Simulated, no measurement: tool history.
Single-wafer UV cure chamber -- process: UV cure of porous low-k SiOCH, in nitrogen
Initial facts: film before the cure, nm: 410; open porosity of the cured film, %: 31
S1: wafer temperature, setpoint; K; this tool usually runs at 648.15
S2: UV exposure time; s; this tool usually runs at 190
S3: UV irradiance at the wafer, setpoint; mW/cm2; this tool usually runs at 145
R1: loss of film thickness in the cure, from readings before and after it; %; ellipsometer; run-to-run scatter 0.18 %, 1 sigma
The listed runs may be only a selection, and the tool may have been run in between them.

{"run": 1, "day": 0.0, "S1": 648.15, "S2": 225, "S3": 145, "R1": 12.477}
{"run": 2, "day": 0.658, "S1": 648.15, "S2": 225, "S3": 145, "R1": 12.393}
{"run": 3, "day": 2.421, "S1": 648.15, "S2": 190, "S3": 145, "R1": 11.304}
{"run": 4, "day": 2.679, "S1": 648.15, "S2": 190, "S3": 145, "R1": 11.642}
{"day": 3.383, "done": "quartz window cleaned"}
{"run": 5, "day": 3.404, "S1": 648.15, "S2": 190, "S3": 145, "R1": 11.685}
{"run": 6, "day": 4.029, "S1": 648.15, "S2": 120, "S3": 145, "R1": 9.104}
{"run": 7, "day": 4.533, "S1": 656.15, "S2": 190, "S3": 145, "R1": 11.687}
{"run": 8, "day": 4.925, "S1": 656.15, "S2": 190, "S3": 145, "R1": 11.664}
{"run": 9, "day": 5.275, "S1": 648.15, "S2": 190, "S3": 145, "R1": 11.526}
{"run": 10, "day": 5.667, "S1": 648.15, "S2": 190, "S3": 145, "R1": 11.61}
{"run": 11, "day": 6.208, "S1": 640.15, "S2": 190, "S3": 145, "R1": 11.2}
{"run": 12, "day": 6.467, "S1": 648.15, "S2": 190, "S3": 145, "R1": 11.508}
{"run": 13, "day": 7.029, "S1": 648.15, "S2": 190, "S3": 145, "R1": 11.255}
{"run": 14, "day": 7.458, "S1": 648.15, "S2": 275, "S3": 145, "R1": 13.147}
{"run": 15, "day": 7.912, "S1": 654.15, "S2": 190, "S3": 145, "R1": 11.012}
{"run": 16, "day": 8.546, "S1": 654.15, "S2": 190, "S3": 145, "R1": 11.041}
{"run": 17, "day": 9.092, "S1": 648.15, "S2": 190, "S3": 145, "R1": 11.204}
{"run": 18, "day": 9.783, "S1": 648.15, "S2": 190, "S3": 145, "R1": 11.248}
{"run": 19, "day": 10.433, "S1": 648.15, "S2": 190, "S3": 145, "R1": 10.921}
{"run": 20, "day": 11.15, "S1": 648.15, "S2": 190, "S3": 145, "R1": 10.906}
{"run": 21, "day": 11.842, "S1": 648.15, "S2": 190, "S3": 145, "R1": 10.858}
{"run": 22, "day": 13.221, "S1": 648.15, "S2": 190, "S3": 145, "R1": 10.933}
{"day": 14.021, "done": "UV bulbs replaced"}
{"run": 23, "day": 14.042, "S1": 640.15, "S2": 260, "S3": 124, "R1": 13.65}
{"run": 24, "day": 14.058, "S1": 648.15, "S2": 190, "S3": 145, "R1": 13.021}
{"run": 25, "day": 14.583, "S1": 648.15, "S2": 190, "S3": 145, "R1": 12.491}
{"run": 26, "day": 15.071, "S1": 648.15, "S2": 135, "S3": 184, "R1": 12.703}
{"run": 27, "day": 15.8, "S1": 648.15, "S2": 190, "S3": 145, "R1": 12.986}
{"run": 28, "day": 16.412, "S1": 654.15, "S2": 135, "S3": 167, "R1": 11.933}
{"run": 29, "day": 17.033, "S1": 648.15, "S2": 190, "S3": 145, "R1": 12.932}
{"run": 30, "day": 17.45, "S1": 648.15, "S2": 105, "S3": 145, "R1": 10.204}
{"run": 31, "day": 17.796, "S1": 648.15, "S2": 190, "S3": 145, "R1": 12.954}
{"run": 32, "day": 18.488, "S1": 658.15, "S2": 100, "S3": 125, "R1": 9.467}
{"day": 19.025, "done": "quartz window cleaned"}
{"run": 33, "day": 19.712, "S1": 642.15, "S2": 125, "S3": 108, "R1": 9.594}
{"run": 34, "day": 20.133, "S1": 661.15, "S2": 120, "S3": 130, "R1": 10.408}
{"run": 35, "day": 20.654, "S1": 648.15, "S2": 190, "S3": 145, "R1": 13.086}
{"run": 36, "day": 21.146, "S1": 648.15, "S2": 190, "S3": 145, "R1": 12.637}
{"run": 37, "day": 21.758, "S1": 648.15, "S2": 190, "S3": 131, "R1": 12.875}
{"run": 38, "day": 22.079, "S1": 661.15, "S2": 190, "S3": 145, "R1": 13.264}
{"run": 39, "day": 22.621, "S1": 656.15, "S2": 190, "S3": 123, "R1": 12.076}
{"run": 40, "day": 23.367, "S1": 648.15, "S2": 190, "S3": 145, "R1": 12.689}
{"run": 41, "day": 23.688, "S1": 648.15, "S2": 190, "S3": 145, "R1": 12.85}
{"run": 42, "day": 24.296, "S1": 648.15, "S2": 130, "S3": 145, "R1": 10.928}
{"run": 43, "day": 24.567, "S1": 629.15, "S2": 235, "S3": 121, "R1": 12.729}
{"run": 44, "day": 25.058, "S1": 631.15, "S2": 160, "S3": 145, "R1": 11.796}

Below are 5 alternative next runs, each starting from the tool's condition after run 44. Predict each:
{"run": "A", "day": 25.079, "S1": 648.15, "S2": 190, "S3": 145, "R1": "?"}
{"run": "B", "day": 25.079, "S1": 638.15, "S2": 260, "S3": 145, "R1": "?"}
{"run": "C", "day": 25.079, "S1": 664.15, "S2": 190, "S3": 165, "R1": "?"}
{"run": "D", "day": 25.079, "S1": 642.15, "S2": 160, "S3": 145, "R1": "?"}
{"run": "E", "day": 25.079, "S1": 631.15, "S2": 145, "S3": 113, "R1": "?"}

run=A R1=13.117
run=B R1=14.443
run=C R1=14.061
run=D R1=12.175
run=E R1=10.329
Without the tool's unlogged condition, the same runs would have read:
run=A R1=13.193
run=B R1=14.521
run=C R1=14.138
run=D R1=12.250
run=E R1=10.402
